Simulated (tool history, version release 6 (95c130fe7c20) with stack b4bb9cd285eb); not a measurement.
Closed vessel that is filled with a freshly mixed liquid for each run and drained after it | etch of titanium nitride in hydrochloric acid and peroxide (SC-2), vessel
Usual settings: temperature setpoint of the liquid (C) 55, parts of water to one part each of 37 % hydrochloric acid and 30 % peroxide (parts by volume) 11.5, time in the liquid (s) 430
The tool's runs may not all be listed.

| run | hour | temperature setpoint of the liquid (C) | parts of water to one part each of 37 % hydrochloric acid and 30 % peroxide (parts by volume) | time in the liquid (s) | read-back film thickness of the titanium nitride reference wafer, read on the same gauge (nm) | thickness taken off the titanium nitride on a monitor wafer (Å) |
|---|---|---|---|---|---|---|
| 1 | 0 | 50 | 11.5 | 430 | 140.01 | 67.7 |
| 2 | 45.7 | 50 | 11.5 | 430 | 140.01 | 68.8 |
| 3 | 144.8 | 50 | 11.5 | 430 | 140.01 | 68 |
| 4 | 247.5 | 55 | 11.5 | 430 | 139.98 | 95.4 |
| 5 | 300 | 55 | 11.5 | 430 | 140.02 | 95.9 |
| 6 | 356.7 | 55 | 11.5 | 430 | 139.98 | 95.9 |
|  | 382.4 | gauge calibrated |
|  | 400.1 | new drum of peroxide connected |
| 7 | 422 | 55 | 11.5 | 430 | 139.99 | 95.8 |
| 8 | 477.6 | 55 | 11.5 | 430 | 140 | 95.8 |
| 9 | 519.9 | 55 | 11.5 | 430 | 140 | 96.1 |
| 10 | 605.7 | 55 | 9.5 | 685 | 139.99 | 179.9 |
| 11 | 668.8 | 55 | 11.5 | 430 | 140 | 96.5 |
| 12 | 742.4 | 63 | 14.5 | 200 | 140.01 | 60.6 |
|  | 766.9 | chemicals flow meter replaced |
| 13 | 835.5 | 47 | 17.5 | 660 | 140.02 | 60.9 |
|  | 860.5 | new drum of peroxide connected |
|  | 876.6 | thermometer replaced |
| 14 | 894.2 | 48.5 | 11.5 | 265 | 139.98 | 35.7 |
| 15 | 1070.3 | 55 | 11.5 | 430 | 140 | 89.5 |
| 16 | 1124.2 | 55 | 11.5 | 620 | 140 | 129.1 |
| 17 | 1167 | 55 | 11.5 | 430 | 139.98 | 89 |
| 18 | 1210.5 | 61 | 11.5 | 195 | 140 | 59.5 |

Forecast each of these 5 alternatives for the next run:
| A | 1211.3 | 55 | 11.5 | 645 | ? | ? |
| B | 1211.3 | 52 | 9.5 | 430 | ? | ? |
| C | 1211.3 | 62.5 | 11.5 | 275 | ? | ? |
| D | 1211.3 | 61 | 11.5 | 355 | ? | ? |
| E | 1211.3 | 55 | 7.5 | 430 | ? | ? |

| run | read-back film thickness of the titanium nitride reference wafer, read on the same gauge (nm) | thickness taken off the titanium nitride on a monitor wafer (Å) |
|---|---|---|
| A | 140.01 | 133.6 |
| B | 140.01 | 86 |
| C | 140.01 | 91.4 |
| D | 140.01 | 107.6 |
| E | 140.01 | 126.5 |
Without the tool's hidden state the same runs would have given:
| run | thickness taken off the titanium nitride on a monitor wafer (Å) |
|---|---|
| A | 131.5 |
| B | 84.6 |
| C | 90.1 |
| D | 106 |
| E | 124.6 |
